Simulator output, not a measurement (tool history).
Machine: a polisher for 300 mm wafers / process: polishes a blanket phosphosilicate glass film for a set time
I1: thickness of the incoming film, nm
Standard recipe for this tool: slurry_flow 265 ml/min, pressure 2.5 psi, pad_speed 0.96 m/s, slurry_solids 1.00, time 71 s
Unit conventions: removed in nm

{"run": 1, "hour": 0.0, "slurry_flow": 265, "pressure": 2.5, "pad_speed": 0.96, "slurry_solids": 1.0, "time": 71, "I1": 2791.5, "removed": 475.1}
{"run": 2, "hour": 32.0, "slurry_flow": 265, "pressure": 2.5, "pad_speed": 0.96, "slurry_solids": 1.0, "time": 71, "I1": 2787.9, "removed": 468.0}
{"run": 3, "hour": 73.1, "slurry_flow": 265, "pressure": 2.5, "pad_speed": 0.96, "slurry_solids": 1.0, "time": 71, "I1": 2767.7, "removed": 510.2}
{"run": 4, "hour": 127.6, "slurry_flow": 265, "pressure": 2.5, "pad_speed": 0.96, "slurry_solids": 1.0, "time": 71, "I1": 2790.7, "removed": 511.5}
{"run": 5, "hour": 160.9, "slurry_flow": 265, "pressure": 2.5, "pad_speed": 0.96, "slurry_solids": 1.0, "time": 71, "I1": 2737.4, "removed": 505.0}
{"run": 6, "hour": 227.4, "slurry_flow": 265, "pressure": 2.5, "pad_speed": 0.96, "slurry_solids": 1.0, "time": 71, "I1": 2769.6, "removed": 501.4}
{"run": 7, "hour": 275.2, "slurry_flow": 265, "pressure": 2.5, "pad_speed": 0.96, "slurry_solids": 1.0, "time": 71, "I1": 2766.0, "removed": 498.4}
{"run": 8, "hour": 346.7, "slurry_flow": 265, "pressure": 2.5, "pad_speed": 0.96, "slurry_solids": 1.0, "time": 71, "I1": 2772.2, "removed": 490.2}
{"run": 9, "hour": 376.2, "slurry_flow": 335, "pressure": 2.5, "pad_speed": 0.82, "slurry_solids": 1.0, "time": 71, "I1": 2737.5, "removed": 449.6}
{"run": 10, "hour": 412.7, "slurry_flow": 345, "pressure": 1.9, "pad_speed": 1.08, "slurry_solids": 0.8, "time": 71, "I1": 2780.6, "removed": 380.7}
{"run": 11, "hour": 475.7, "slurry_flow": 265, "pressure": 2.5, "pad_speed": 0.96, "slurry_solids": 1.0, "time": 71, "I1": 2777.1, "removed": 509.9}
{"run": 12, "hour": 520.7, "slurry_flow": 265, "pressure": 2.5, "pad_speed": 0.96, "slurry_solids": 1.25, "time": 71, "I1": 2812.6, "removed": 544.2}
{"run": 13, "hour": 582.3, "slurry_flow": 265, "pressure": 2.5, "pad_speed": 0.96, "slurry_solids": 1.0, "time": 71, "I1": 2756.5, "removed": 517.7}
{"run": 14, "hour": 648.2, "slurry_flow": 265, "pressure": 2.5, "pad_speed": 0.96, "slurry_solids": 1.0, "time": 71, "I1": 2822.2, "removed": 499.4}
{"run": 15, "hour": 762.5, "slurry_flow": 265, "pressure": 2.5, "pad_speed": 0.78, "slurry_solids": 1.0, "time": 71, "I1": 2788.5, "removed": 418.4}
{"run": 16, "hour": 788.9, "slurry_flow": 330, "pressure": 2.5, "pad_speed": 1.26, "slurry_solids": 1.0, "time": 71, "I1": 2783.7, "removed": 574.4}

The log once held 15 entries between its listed runs, left out of this copy. Where does each go, and what is different about the tool's unlogged condition between the listed run before it and the listed run after it?
After run 2, before run 3: slurry blender recalibrated (hour 52.2)
  abrasive missing from the slurry, %: 21.7 -> 0.686
  the result without the hidden state subtracted from the measured one, removed: -36.8 -> -1.1 nm
After run 3, before run 4: conditioning disc replaced and pad reconditioned (hour 100.3)
  abrasive missing from the slurry, %: 0.686 -> 1.45
  the result without the hidden state subtracted from the measured one, removed: -1.1 -> -2.3 nm
After run 4, before run 5: worn pad replaced by a new one (hour 148.9)
  abrasive missing from the slurry, %: 1.45 -> 2.35
  the result without the hidden state subtracted from the measured one, removed: -2.3 -> -3.7 nm
After run 6, before run 7: conditioning disc replaced and pad reconditioned (hour 264.2)
  abrasive missing from the slurry, %: 5.12 -> 7.9
  the result without the hidden state subtracted from the measured one, removed: -8.2 -> -12.9 nm
After run 7, before run 8: slurry nozzle cleaned (hour 296.9); worn pad replaced by a new one (hour 297.8)
  abrasive missing from the slurry, %: 7.9 -> 13.3
  the result without the hidden state subtracted from the measured one, removed: -12.9 -> -22.2 nm
After run 8, before run 9: head pressure recalibrated (hour 369.9)
  abrasive missing from the slurry, %: 13.3 -> 16
  the result without the hidden state subtracted from the measured one, removed: -22.2 -> -24.9 nm
After run 10, before run 11: conditioning disc replaced and pad reconditioned (hour 419.8); slurry blender recalibrated (hour 420.4); worn pad replaced by a new one (hour 462.8)
  abrasive missing from the slurry, %: 19.7 -> 1.08
  the result without the hidden state subtracted from the measured one, removed: -28.8 -> -1.7 nm
After run 13, before run 14: conditioning disc replaced and pad reconditioned (hour 589.2); worn pad replaced by a new one (hour 611.1)
  abrasive missing from the slurry, %: 4.47 -> 8.24
  the result without the hidden state subtracted from the measured one, removed: -7.3 -> -13.4 nm
After run 14, before run 15: conditioning disc replaced and pad reconditioned (hour 727.5); slurry nozzle cleaned (hour 738.3)
  abrasive missing from the slurry, %: 8.24 -> 17.8
  the result without the hidden state subtracted from the measured one, removed: -13.4 -> -26.2 nm
After run 15, before run 16: worn pad replaced by a new one (hour 781.4)
  abrasive missing from the slurry, %: 17.8 -> 20.5
  the result without the hidden state subtracted from the measured one, removed: -26.2 -> -42.4 nm
